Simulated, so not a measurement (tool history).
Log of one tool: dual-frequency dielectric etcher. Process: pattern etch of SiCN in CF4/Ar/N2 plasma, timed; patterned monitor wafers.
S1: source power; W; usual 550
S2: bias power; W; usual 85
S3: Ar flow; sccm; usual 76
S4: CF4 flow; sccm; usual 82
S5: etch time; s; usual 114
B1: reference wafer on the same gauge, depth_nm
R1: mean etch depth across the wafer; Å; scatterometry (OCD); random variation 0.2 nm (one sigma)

| run | hour | S1 | S2 | S3 | S4 | S5 | B1 | R1 |
|---|---|---|---|---|---|---|---|---|
| 1 | 0.0 | 460 | 85 | 81 | 82 | 114 | 113.0 | 1222 |
| 2 | 15.2 | 460 | 85 | 81 | 82 | 114 | 113.0 | 1223 |
| 3 | 25.7 | 550 | 85 | 76 | 82 | 114 | 113.0 | 1369 |
|  | 29.5 | gauge calibrated |
|  | 58.5 | bias power generator calibrated |
|  | 61.0 | wet clean of the chamber |
| 4 | 61.5 | 550 | 85 | 76 | 82 | 114 | 113.0 | 1338 |
| 5 | 61.9 | 550 | 85 | 76 | 72 | 114 | 113.1 | 1321 |
| 6 | 67.5 | 550 | 85 | 76 | 72 | 114 | 113.0 | 1318 |
| 7 | 79.3 | 550 | 97 | 76 | 82 | 87 | 113.0 | 1092 |
| 8 | 96.6 | 550 | 85 | 76 | 82 | 114 | 113.1 | 1341 |
|  | 105.5 | source power generator calibrated |
| 9 | 106.0 | 550 | 85 | 76 | 82 | 114 | 113.0 | 1343 |
| 10 | 117.1 | 630 | 103 | 76 | 82 | 114 | 113.0 | 1604 |
| 11 | 125.3 | 480 | 85 | 76 | 82 | 114 | 113.0 | 1238 |

Run 12 comes next. What will it give?
|  | 131.8 | CF4 flow controller replaced |
|  | 139.3 | Ar flow controller replaced |
| 12 | 140.1 | 610 | 85 | 65 | 82 | 144 | ? | ? |

B1: 113.0
R1: 1843 Å
Without the tool's hidden state the same run would have given R1 1839 Å.
